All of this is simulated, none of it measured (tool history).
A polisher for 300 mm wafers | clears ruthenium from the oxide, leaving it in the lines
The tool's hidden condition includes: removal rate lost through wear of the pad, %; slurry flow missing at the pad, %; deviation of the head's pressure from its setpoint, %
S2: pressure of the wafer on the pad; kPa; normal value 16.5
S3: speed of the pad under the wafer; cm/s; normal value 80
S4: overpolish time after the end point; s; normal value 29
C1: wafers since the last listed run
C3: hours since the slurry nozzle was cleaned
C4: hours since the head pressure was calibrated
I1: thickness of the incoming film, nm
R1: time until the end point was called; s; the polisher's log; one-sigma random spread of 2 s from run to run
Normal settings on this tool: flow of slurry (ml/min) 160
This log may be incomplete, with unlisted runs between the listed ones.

{"run": 1, "day": 0.0, "flow of slurry (ml/min)": 160, "S2": 20.0, "S3": 80, "S4": 29, "C1": 0, "wafers polished on this pad": 1773, "C3": 260.5, "C4": 581.9, "I1": 101.1, "R1": 86.5}
{"run": 2, "day": 4.312, "flow of slurry (ml/min)": 160, "S2": 16.5, "S3": 98, "S4": 29, "C1": 1020, "wafers polished on this pad": 2794, "C3": 364.0, "C4": 685.4, "I1": 99.0, "R1": 85.2}
{"day": 8.75, "done": "slurry nozzle cleaned"}
{"day": 9.158, "done": "worn pad replaced by a new one"}
{"run": 3, "day": 14.842, "flow of slurry (ml/min)": 160, "S2": 16.5, "S3": 98, "S4": 29, "C1": 2443, "wafers polished on this pad": 1345, "C3": 146.2, "C4": 938.1, "I1": 101.3, "R1": 88.8}
{"run": 4, "day": 17.117, "flow of slurry (ml/min)": 160, "S2": 16.5, "S3": 80, "S4": 29, "C1": 538, "wafers polished on this pad": 1884, "C3": 200.8, "C4": 992.7, "I1": 101.4, "R1": 106.5}
{"run": 5, "day": 20.438, "flow of slurry (ml/min)": 160, "S2": 16.5, "S3": 80, "S4": 29, "C1": 786, "wafers polished on this pad": 2670, "C3": 280.5, "C4": 1072.4, "I1": 100.2, "R1": 108.2}
{"run": 6, "day": 23.404, "flow of slurry (ml/min)": 160, "S2": 16.5, "S3": 80, "S4": 29, "C1": 702, "wafers polished on this pad": 3372, "C3": 351.7, "C4": 1143.6, "I1": 98.9, "R1": 103.7}
{"day": 27.046, "done": "slurry nozzle cleaned"}
{"run": 7, "day": 27.696, "flow of slurry (ml/min)": 160, "S2": 16.5, "S3": 80, "S4": 29, "C1": 1006, "wafers polished on this pad": 4378, "C3": 15.6, "C4": 1246.6, "I1": 100.1, "R1": 105.3}
{"day": 28.967, "done": "worn pad replaced by a new one"}
{"run": 8, "day": 29.404, "flow of slurry (ml/min)": 160, "S2": 16.5, "S3": 80, "S4": 29, "C1": 364, "wafers polished on this pad": 103, "C3": 56.6, "C4": 1287.6, "I1": 101.2, "R1": 114.2}
{"run": 9, "day": 33.404, "flow of slurry (ml/min)": 160, "S2": 16.5, "S3": 80, "S4": 29, "C1": 946, "wafers polished on this pad": 1050, "C3": 152.6, "C4": 1383.6, "I1": 99.2, "R1": 116.0}
{"day": 36.362, "done": "head pressure recalibrated"}
{"run": 10, "day": 37.896, "flow of slurry (ml/min)": 160, "S2": 16.5, "S3": 80, "S4": 29, "C1": 1043, "wafers polished on this pad": 2093, "C3": 260.4, "C4": 36.8, "I1": 99.5, "R1": 115.1}
{"run": 11, "day": 41.229, "flow of slurry (ml/min)": 160, "S2": 16.5, "S3": 80, "S4": 29, "C1": 789, "wafers polished on this pad": 2883, "C3": 340.4, "C4": 116.8, "I1": 99.4, "R1": 118.8}
{"day": 44.75, "done": "slurry nozzle cleaned"}
{"day": 47.05, "done": "worn pad replaced by a new one, repeated, since the last time left the tool worse"}
{"run": 12, "day": 54.225, "flow of slurry (ml/min)": 160, "S2": 16.5, "S3": 80, "S4": 29, "C1": 3027, "wafers polished on this pad": 1698, "C3": 227.4, "C4": 428.7, "I1": 99.7, "R1": 103.7}
{"run": 13, "day": 58.683, "flow of slurry (ml/min)": 160, "S2": 16.5, "S3": 80, "S4": 29, "C1": 1055, "wafers polished on this pad": 2753, "C3": 334.4, "C4": 535.7, "I1": 100.6, "R1": 103.3}
{"run": 14, "day": 62.467, "flow of slurry (ml/min)": 160, "S2": 16.5, "S3": 80, "S4": 25, "C1": 895, "wafers polished on this pad": 3649, "C3": 425.2, "C4": 626.5, "I1": 98.9, "R1": 106.6}
{"day": 65.317, "done": "worn pad replaced by a new one"}
{"run": 15, "day": 65.808, "flow of slurry (ml/min)": 135, "S2": 16.5, "S3": 80, "S4": 42, "C1": 751, "wafers polished on this pad": 116, "C3": 505.4, "C4": 706.7, "I1": 98.7, "R1": 103.2}
{"day": 67.017, "done": "slurry nozzle cleaned"}
{"run": 16, "day": 75.3, "flow of slurry (ml/min)": 190, "S2": 16.5, "S3": 60, "S4": 45, "C1": 2237, "wafers polished on this pad": 2353, "C3": 198.8, "C4": 934.5, "I1": 99.6, "R1": 133.4}
{"run": 17, "day": 79.362, "flow of slurry (ml/min)": 195, "S2": 20.7, "S3": 94, "S4": 16, "C1": 961, "wafers polished on this pad": 3315, "C3": 296.3, "C4": 1032.0, "I1": 99.7, "R1": 73.2}
{"run": 18, "day": 80.9, "flow of slurry (ml/min)": 205, "S2": 16.5, "S3": 62, "S4": 29, "C1": 364, "wafers polished on this pad": 3679, "C3": 333.2, "C4": 1068.9, "I1": 99.7, "R1": 136.0}
{"day": 81.688, "done": "worn pad replaced by a new one"}
{"run": 19, "day": 84.4, "flow of slurry (ml/min)": 160, "S2": 16.5, "S3": 80, "S4": 29, "C1": 789, "wafers polished on this pad": 642, "C3": 417.2, "C4": 1152.9, "I1": 101.1, "R1": 104.4}
{"day": 85.546, "done": "slurry nozzle cleaned"}
{"run": 20, "day": 86.621, "flow of slurry (ml/min)": 205, "S2": 13.1, "S3": 70, "S4": 19, "C1": 515, "wafers polished on this pad": 1158, "C3": 25.8, "C4": 1206.2, "I1": 98.6, "R1": 143.6}

3 ways to go on from here, each from the tool as it stands after run 20. What would each give?
{"run": "A", "day": 86.642, "flow of slurry (ml/min)": 160, "S2": 19.3, "S3": 80, "S4": 29, "C1": 4, "wafers polished on this pad": 1163, "C3": 26.3, "C4": 1206.7, "I1": 99.9, "R1": "?"}
{"run": "B", "day": 86.642, "flow of slurry (ml/min)": 160, "S2": 16.5, "S3": 58, "S4": 29, "C1": 4, "wafers polished on this pad": 1163, "C3": 26.3, "C4": 1206.7, "I1": 99.9, "R1": "?"}
{"run": "C", "day": 86.642, "flow of slurry (ml/min)": 130, "S2": 16.5, "S3": 80, "S4": 29, "C1": 4, "wafers polished on this pad": 1163, "C3": 26.3, "C4": 1206.7, "I1": 99.9, "R1": "?"}

run=A R1=90.9
run=B R1=146.2
run=C R1=108.8
Stripped of hidden state, with their random variation kept, the same runs would have yielded:
run=A R1=89.2
run=B R1=143.5
run=C R1=106.8
